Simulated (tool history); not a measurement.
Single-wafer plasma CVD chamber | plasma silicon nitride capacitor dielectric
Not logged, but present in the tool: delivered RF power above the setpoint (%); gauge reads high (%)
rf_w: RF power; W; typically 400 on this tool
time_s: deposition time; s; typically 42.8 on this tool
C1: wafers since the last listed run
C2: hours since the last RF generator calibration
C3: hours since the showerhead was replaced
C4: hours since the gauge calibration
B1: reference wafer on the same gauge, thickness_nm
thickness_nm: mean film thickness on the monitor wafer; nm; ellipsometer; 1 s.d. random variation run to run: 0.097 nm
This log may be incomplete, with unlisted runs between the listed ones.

{"run": 1, "hour": 0.0, "rf_w": 345, "time_s": 42.8, "C1": 0, "C2": 1673.0, "C3": 7396.0, "C4": 219.3, "B1": 68.207, "thickness_nm": 59.052}
{"run": 2, "hour": 8.4, "rf_w": 345, "time_s": 42.8, "C1": 199, "C2": 1681.4, "C3": 7404.4, "C4": 227.7, "B1": 68.211, "thickness_nm": 58.891}
{"run": 3, "hour": 25.0, "rf_w": 345, "time_s": 42.8, "C1": 394, "C2": 1698.0, "C3": 7421.0, "C4": 244.3, "B1": 68.229, "thickness_nm": 59.21}
{"run": 4, "hour": 42.4, "rf_w": 400, "time_s": 42.8, "C1": 413, "C2": 1715.4, "C3": 7438.4, "C4": 261.7, "B1": 68.207, "thickness_nm": 62.573}
{"run": 5, "hour": 52.4, "rf_w": 400, "time_s": 45.2, "C1": 237, "C2": 1725.4, "C3": 7448.4, "C4": 271.7, "B1": 68.211, "thickness_nm": 65.926}
{"run": 6, "hour": 62.8, "rf_w": 400, "time_s": 45.2, "C1": 247, "C2": 1735.8, "C3": 7458.8, "C4": 282.1, "B1": 68.233, "thickness_nm": 65.797}
{"run": 7, "hour": 69.4, "rf_w": 400, "time_s": 45.2, "C1": 156, "C2": 1742.4, "C3": 7465.4, "C4": 288.7, "B1": 68.228, "thickness_nm": 66.01}
{"run": 8, "hour": 80.2, "rf_w": 440, "time_s": 42.8, "C1": 256, "C2": 1753.2, "C3": 7476.2, "C4": 299.5, "B1": 68.194, "thickness_nm": 64.775}
{"run": 9, "hour": 88.0, "rf_w": 440, "time_s": 42.8, "C1": 185, "C2": 1761.0, "C3": 7484.0, "C4": 307.3, "B1": 68.23, "thickness_nm": 64.6}
{"run": 10, "hour": 94.8, "rf_w": 400, "time_s": 40.6, "C1": 161, "C2": 1767.8, "C3": 7490.8, "C4": 314.1, "B1": 68.213, "thickness_nm": 59.16}
{"run": 11, "hour": 103.6, "rf_w": 400, "time_s": 40.6, "C1": 209, "C2": 1776.6, "C3": 7499.6, "C4": 322.9, "B1": 68.229, "thickness_nm": 59.325}
{"run": 12, "hour": 115.2, "rf_w": 435, "time_s": 42.8, "C1": 275, "C2": 1788.2, "C3": 7511.2, "C4": 334.5, "B1": 68.242, "thickness_nm": 64.206}
{"run": 13, "hour": 122.1, "rf_w": 400, "time_s": 42.8, "C1": 164, "C2": 1795.1, "C3": 7518.1, "C4": 341.4, "B1": 68.205, "thickness_nm": 62.557}
{"run": 14, "hour": 132.5, "rf_w": 400, "time_s": 42.8, "C1": 247, "C2": 1805.5, "C3": 7528.5, "C4": 351.8, "B1": 68.202, "thickness_nm": 62.418}
{"run": 15, "hour": 142.8, "rf_w": 380, "time_s": 42.8, "C1": 244, "C2": 1815.8, "C3": 7538.8, "C4": 362.1, "B1": 68.223, "thickness_nm": 61.082}
{"run": 16, "hour": 150.2, "rf_w": 400, "time_s": 48.1, "C1": 175, "C2": 1823.2, "C3": 7546.2, "C4": 369.5, "B1": 68.212, "thickness_nm": 70.194}
{"run": 17, "hour": 159.2, "rf_w": 400, "time_s": 48.1, "C1": 214, "C2": 1832.2, "C3": 7555.2, "C4": 378.5, "B1": 68.171, "thickness_nm": 69.836}
{"run": 18, "hour": 175.5, "rf_w": 400, "time_s": 48.1, "C1": 387, "C2": 1848.5, "C3": 7571.5, "C4": 394.8, "B1": 68.219, "thickness_nm": 69.967}
{"run": 19, "hour": 192.3, "rf_w": 445, "time_s": 46.7, "C1": 399, "C2": 1865.3, "C3": 7588.3, "C4": 411.6, "B1": 68.24, "thickness_nm": 70.684}
{"run": 20, "hour": 198.3, "rf_w": 445, "time_s": 46.7, "C1": 142, "C2": 1871.3, "C3": 7594.3, "C4": 417.6, "B1": 68.197, "thickness_nm": 70.677}
{"run": 21, "hour": 213.5, "rf_w": 400, "time_s": 42.8, "C1": 361, "C2": 1886.5, "C3": 7609.5, "C4": 432.8, "B1": 68.174, "thickness_nm": 62.257}
{"run": 22, "hour": 229.3, "rf_w": 330, "time_s": 40.6, "C1": 375, "C2": 1902.3, "C3": 7625.3, "C4": 448.6, "B1": 68.222, "thickness_nm": 54.944}
{"run": 23, "hour": 235.5, "rf_w": 400, "time_s": 42.8, "C1": 147, "C2": 1908.5, "C3": 7631.5, "C4": 454.8, "B1": 68.235, "thickness_nm": 62.184}
{"run": 24, "hour": 243.7, "rf_w": 460, "time_s": 38.4, "C1": 194, "C2": 1916.7, "C3": 7639.7, "C4": 463.0, "B1": 68.177, "thickness_nm": 58.724}
{"run": 25, "hour": 259.2, "rf_w": 335, "time_s": 45.2, "C1": 368, "C2": 1932.2, "C3": 7655.2, "C4": 478.5, "B1": 68.164, "thickness_nm": 61.318}
{"hour": 275.7, "done": "showerhead replaced"}
{"run": 26, "hour": 276.2, "rf_w": 400, "time_s": 42.8, "C1": 214, "C2": 1949.2, "C3": 0.5, "C4": 495.5, "B1": 68.226, "thickness_nm": 62.236}
{"run": 27, "hour": 285.5, "rf_w": 475, "time_s": 35.5, "C1": 221, "C2": 1958.5, "C3": 9.8, "C4": 504.8, "B1": 68.192, "thickness_nm": 54.877}
{"hour": 285.5, "done": "gauge calibrated"}
{"run": 28, "hour": 299.1, "rf_w": 430, "time_s": 50.0, "C1": 323, "C2": 1972.1, "C3": 23.4, "C4": 13.6, "B1": 68.214, "thickness_nm": 74.689}
{"run": 29, "hour": 305.4, "rf_w": 400, "time_s": 42.8, "C1": 149, "C2": 1978.4, "C3": 29.7, "C4": 19.9, "B1": 68.197, "thickness_nm": 62.367}
{"run": 30, "hour": 317.4, "rf_w": 455, "time_s": 37.9, "C1": 285, "C2": 1990.4, "C3": 41.7, "C4": 31.9, "B1": 68.166, "thickness_nm": 57.877}
{"run": 31, "hour": 332.0, "rf_w": 450, "time_s": 35.3, "C1": 347, "C2": 2005.0, "C3": 56.3, "C4": 46.5, "B1": 68.198, "thickness_nm": 53.483}
{"run": 32, "hour": 340.4, "rf_w": 400, "time_s": 40.6, "C1": 199, "C2": 2013.4, "C3": 64.7, "C4": 54.9, "B1": 68.186, "thickness_nm": 58.862}
{"run": 33, "hour": 353.5, "rf_w": 340, "time_s": 42.8, "C1": 311, "C2": 2026.5, "C3": 77.8, "C4": 68.0, "B1": 68.162, "thickness_nm": 58.443}
{"hour": 364.2, "done": "RF generator calibrated"}
{"run": 34, "hour": 368.4, "rf_w": 400, "time_s": 42.8, "C1": 164, "C2": 4.2, "C3": 92.7, "C4": 82.9, "B1": 68.203, "thickness_nm": 64.573}
{"run": 35, "hour": 378.8, "rf_w": 400, "time_s": 42.8, "C1": 247, "C2": 14.6, "C3": 103.1, "C4": 93.3, "B1": 68.169, "thickness_nm": 64.553}
{"run": 36, "hour": 396.0, "rf_w": 440, "time_s": 37.2, "C1": 408, "C2": 31.8, "C3": 120.3, "C4": 110.5, "B1": 68.192, "thickness_nm": 58.218}
{"run": 37, "hour": 412.8, "rf_w": 400, "time_s": 42.8, "C1": 399, "C2": 48.6, "C3": 137.1, "C4": 127.3, "B1": 68.219, "thickness_nm": 64.517}
{"run": 38, "hour": 422.0, "rf_w": 420, "time_s": 34.4, "C1": 218, "C2": 57.8, "C3": 146.3, "C4": 136.5, "B1": 68.2, "thickness_nm": 52.712}
{"run": 39, "hour": 436.1, "rf_w": 400, "time_s": 34.6, "C1": 335, "C2": 71.9, "C3": 160.4, "C4": 150.6, "B1": 68.205, "thickness_nm": 52.098}
{"run": 40, "hour": 442.9, "rf_w": 355, "time_s": 38.2, "C1": 161, "C2": 78.7, "C3": 167.2, "C4": 157.4, "B1": 68.18, "thickness_nm": 54.955}
{"run": 41, "hour": 456.7, "rf_w": 430, "time_s": 42.8, "C1": 328, "C2": 92.5, "C3": 181.0, "C4": 171.2, "B1": 68.203, "thickness_nm": 66.125}

Below, some changes in thickness_nm between adjacent runs. For each, the amount present without the hidden state too (settings, incoming material, random variation) and the amount remaining for the hidden state with gauge scatter not shared by both compared results:
Run 27 -> 28: rf_w 475 -> 430, time_s 35.5 -> 50.0, gauge calibrated. thickness_nm +19.812 nm: hidden state -0.783, all else +20.595.
Run 28 -> 29: rf_w 430 -> 400, time_s 50.0 -> 42.8. thickness_nm -12.322 nm: hidden state +0.472, all else -12.794.
Run 33 -> 34: rf_w 340 -> 400, RF generator calibrated. thickness_nm +6.130 nm: hidden state +2.310, all else +3.820.
Run 37 -> 38: rf_w 400 -> 420, time_s 42.8 -> 34.4. thickness_nm -11.805 nm: hidden state +0.004, all else -11.809.
